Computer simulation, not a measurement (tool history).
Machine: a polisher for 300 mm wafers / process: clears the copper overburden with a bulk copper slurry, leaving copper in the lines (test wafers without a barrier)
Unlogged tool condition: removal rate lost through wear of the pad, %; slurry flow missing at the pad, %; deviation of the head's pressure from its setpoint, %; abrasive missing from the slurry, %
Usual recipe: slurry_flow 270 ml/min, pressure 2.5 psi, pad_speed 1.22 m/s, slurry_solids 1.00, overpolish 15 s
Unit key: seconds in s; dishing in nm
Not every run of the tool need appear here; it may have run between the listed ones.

run,hour,slurry_flow,pressure,pad_speed,slurry_solids,overpolish,wafers since the last listed run,wafers polished on this pad,hours since the slurry nozzle was cleaned,hours since the head pressure was calibrated,hours since the slurry blender was calibrated,"incoming thickness of the incoming film, nm",seconds,dishing
1,0.0,270,2.5,1.22,1.00,15,0,1399,460.8,428.3,366.3,913.2,93.6,69.2
2,19.0,270,2.5,1.22,1.00,15,196,1595,479.8,447.3,385.3,910.1,94.6,72.4
3,39.7,215,2.5,1.22,1.00,15,214,1809,500.5,468.0,406.0,923.6,101.4,70.5
# hour 45.2: slurry blender recalibrated
4,63.5,215,2.5,1.22,1.00,15,225,2035,524.3,491.8,18.3,891.0,87.2,77.1
5,91.3,270,2.5,1.22,1.00,11,287,2322,552.1,519.6,46.1,911.6,87.1,62.5
6,112.3,270,2.5,1.22,1.00,11,217,2540,573.1,540.6,67.1,898.3,85.7,62.0
# hour 120.0: worn pad replaced by a new one
7,220.2,270,2.5,1.22,1.00,11,1074,1035,681.0,648.5,175.0,905.9,86.8,60.2
8,246.6,270,2.5,1.22,1.00,15,273,1308,707.4,674.9,201.4,920.4,90.5,73.7
9,278.2,270,2.5,1.22,1.00,15,326,1635,739.0,706.5,233.0,904.2,88.8,75.0
10,298.6,270,2.5,1.22,1.00,11,210,1846,759.4,726.9,253.4,902.1,88.9,61.1
# hour 321.9: head pressure recalibrated
# hour 327.0: worn pad replaced by a new one
11,332.5,270,2.8,1.54,1.10,10,288,57,793.3,10.6,287.3,891.0,68.0,70.0
12,352.5,355,2.5,1.22,1.00,23,206,264,813.3,30.6,307.3,915.0,92.2,93.2
13,385.2,270,2.5,1.50,0.75,15,338,602,846.0,63.3,340.0,921.3,88.9,75.8
# hour 392.5: slurry nozzle cleaned
14,402.9,270,3.3,1.22,1.00,15,172,774,10.4,81.0,357.7,925.8,76.5,87.5
15,437.7,200,2.8,1.04,0.85,15,359,1134,45.2,115.8,392.5,901.5,104.6,67.4
# hour 450.6: slurry blender recalibrated
16,462.6,295,2.5,1.22,1.00,15,236,1371,70.1,140.7,12.0,911.8,87.3,74.3
17,479.1,270,2.5,1.22,1.00,15,170,1542,86.6,157.2,28.5,904.5,88.5,77.7
18,506.7,270,2.5,1.22,1.00,15,285,1827,114.2,184.8,56.1,909.6,88.0,76.2
# hour 520.2: worn pad replaced by a new one
19,523.8,270,2.5,1.22,1.00,15,135,37,131.3,201.9,73.2,908.2,86.5,75.5
20,549.0,270,3.3,1.22,1.15,15,260,297,156.5,227.1,98.4,915.6,70.3,84.5
21,570.1,345,2.5,1.54,1.00,15,218,516,177.6,248.2,119.5,910.7,74.2,81.2
22,598.6,270,2.5,1.22,1.00,15,294,810,206.1,276.7,148.0,910.2,90.0,72.6
23,622.2,270,2.5,1.22,1.00,15,244,1054,229.7,300.3,171.6,919.0,91.4,74.4
24,642.5,345,2.5,1.44,1.15,15,209,1264,250.0,320.6,191.9,913.0,75.8,80.1
25,657.9,270,2.2,1.22,1.00,15,159,1424,265.4,336.0,207.3,902.4,97.4,65.8
26,691.7,270,2.5,1.22,1.00,15,349,1773,299.2,369.8,241.1,917.9,91.4,74.5
27,708.0,270,3.0,1.22,1.00,15,168,1942,315.5,386.1,257.4,901.1,81.7,81.7
28,726.4,365,2.5,1.22,1.00,15,190,2132,333.9,404.5,275.8,900.9,90.9,72.0
# hour 751.3: worn pad replaced by a new one
29,751.8,270,2.5,1.22,1.10,15,221,4,359.3,429.9,301.2,905.2,90.2,71.5

Predict each of these 3 candidate next runs independently; none follows another, all start after run 29:
A,752.3,270,2.5,1.22,1.00,15,5,9,359.8,430.4,301.7,920.3,?,?
B,752.3,270,2.9,1.48,1.30,15,5,9,359.8,430.4,301.7,920.3,?,?
C,752.3,270,2.9,0.92,0.75,10,5,9,359.8,430.4,301.7,920.3,?,?

run,seconds,dishing
A,93.8,74.4
B,69.1,89.4
C,106.5,52.4
Without the tool's unlogged condition, the same runs would have read:
run,seconds,dishing
A,87.3,77.7
B,64.1,92.8
C,99.3,55.2

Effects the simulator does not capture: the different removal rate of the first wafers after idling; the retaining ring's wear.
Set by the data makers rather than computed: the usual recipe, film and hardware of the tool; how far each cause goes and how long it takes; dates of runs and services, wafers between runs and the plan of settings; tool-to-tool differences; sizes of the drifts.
